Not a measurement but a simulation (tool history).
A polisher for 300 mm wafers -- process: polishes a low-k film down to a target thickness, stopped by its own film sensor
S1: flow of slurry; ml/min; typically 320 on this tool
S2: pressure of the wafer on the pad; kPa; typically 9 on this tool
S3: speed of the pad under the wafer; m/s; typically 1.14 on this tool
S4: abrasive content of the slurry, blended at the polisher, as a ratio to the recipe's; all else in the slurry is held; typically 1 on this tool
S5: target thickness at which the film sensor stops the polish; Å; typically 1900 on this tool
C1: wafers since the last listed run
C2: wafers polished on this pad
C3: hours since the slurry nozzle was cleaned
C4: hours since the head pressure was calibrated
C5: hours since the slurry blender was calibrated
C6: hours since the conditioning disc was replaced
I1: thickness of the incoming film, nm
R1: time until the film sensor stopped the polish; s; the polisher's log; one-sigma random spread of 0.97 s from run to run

run,hour,S1,S2,S3,S4,S5,C1,C2,C3,C4,C5,C6,I1,R1
1,0,320,9,1.14,1,1900,0,169,215.2,1003.3,154.7,65.6,217.6,104.9
2,10.3,320,9,1.14,1,1900,84,253,225.5,1013.6,165,75.9,222.8,123.6
3,20.5,320,9,1.14,1,1900,83,336,235.7,1023.8,175.2,86.1,224.7,133.4
4,32.9,320,9,1.14,1,1900,101,437,248.1,1036.2,187.6,98.5,220.2,114.4
5,49.8,320,9,1.14,1,1900,137,575,265,1053.1,204.5,115.4,216.9,104.9
# hour 53.2: slurry nozzle cleaned
# hour 60.8: slurry blender recalibrated
6,66.4,320,9,1.14,1,1900,111,686,13.2,1069.7,5.6,132,216.9,104.5
7,81.9,320,9,1.14,1,1900,126,813,28.7,1085.2,21.1,147.5,222.9,127.9
8,94.5,320,9,1.14,1,1900,102,916,41.3,1097.8,33.7,160.1,221.6,123.1
9,111.5,320,9,1.14,1,1900,138,1055,58.3,1114.8,50.7,177.1,222.5,128.2
10,127.5,320,9,1.22,0.85,1900,130,1185,74.3,1130.8,66.7,193.1,218.6,119.3
11,138,320,9,1.14,1,1900,85,1271,84.8,1141.3,77.2,203.6,216.6,107
# hour 148.5: worn pad replaced by a new one
# hour 164.9: head pressure recalibrated
12,174.8,320,9,1.14,1,1900,251,198,121.6,9.9,114,240.4,219.2,96.6
13,181,320,9,1.14,1,1900,50,248,127.8,16.1,120.2,246.6,222.2,107.5
14,187.1,320,9,1.24,1,1900,49,298,133.9,22.2,126.3,252.7,219.2,91.6
# hour 197.7: conditioning disc replaced and pad reconditioned
15,204.5,250,9,1,1.2,1870,125,424,151.3,39.6,143.7,6.8,217.9,107.6
16,215.7,320,9,1.14,1,1900,91,515,162.5,50.8,154.9,18,217.5,94.3
17,225.7,320,9,1.14,1.2,1900,81,597,172.5,60.8,164.9,28,222.2,100
18,242.3,250,9,1.14,1,1900,135,733,189.1,77.4,181.5,44.6,217.3,96.5
19,248.3,320,6.2,1.14,1.1,1900,48,782,195.1,83.4,187.5,50.6,215.4,121.5
20,264.3,250,9,1.14,1,1900,130,912,211.1,99.4,203.5,66.6,218.9,105.3
21,278.5,320,9,1.14,1,1900,115,1028,225.3,113.6,217.7,80.8,220.8,108.7
# hour 282: slurry blender recalibrated
# hour 288.1: worn pad replaced by a new one
# hour 290.4: slurry nozzle cleaned
22,318.9,320,9,1.14,1,1900,272,242,28.5,154,36.9,121.2,219.7,103.3
23,335.8,320,11.7,1.26,1,1900,137,380,45.4,170.9,53.8,138.1,223.6,82.1
24,347.5,320,9,1.32,1.15,1900,95,476,57.1,182.6,65.5,149.8,224.2,98
25,363.5,245,9,1.14,0.8,1900,130,606,73.1,198.6,81.5,165.8,221.9,131.7

Pick out some run-to-run changes in R1. Of each, how much would a tool without hidden state show as well, from the settings, what came in and chance, and how much is left for the hidden state and any gauge scatter not in both results compared?
Hidden state at play: removal rate lost through wear of the pad, %; slurry flow missing at the pad, %; deviation of the head's pressure from its setpoint, %; abrasive missing from the slurry, %; time polished since the conditioner stopped cutting, s.
Run 6 -> 7: settings left as they were, no log entry in between. R1 +23.4 s: hidden state +4.5, all else +18.9.
Run 11 -> 12: worn pad replaced by a new one, head pressure recalibrated. R1 -10.4 s: hidden state -19, all else +8.6.
Run 18 -> 19: S1 250 -> 320, S2 9 -> 6.2, S4 1 -> 1.1. R1 +25 s: hidden state +2, all else +23.
Run 24 -> 25: S1 320 -> 245, S3 1.32 -> 1.14, S4 1.15 -> 0.8. R1 +33.7 s: hidden state +3.4, all else +30.3.
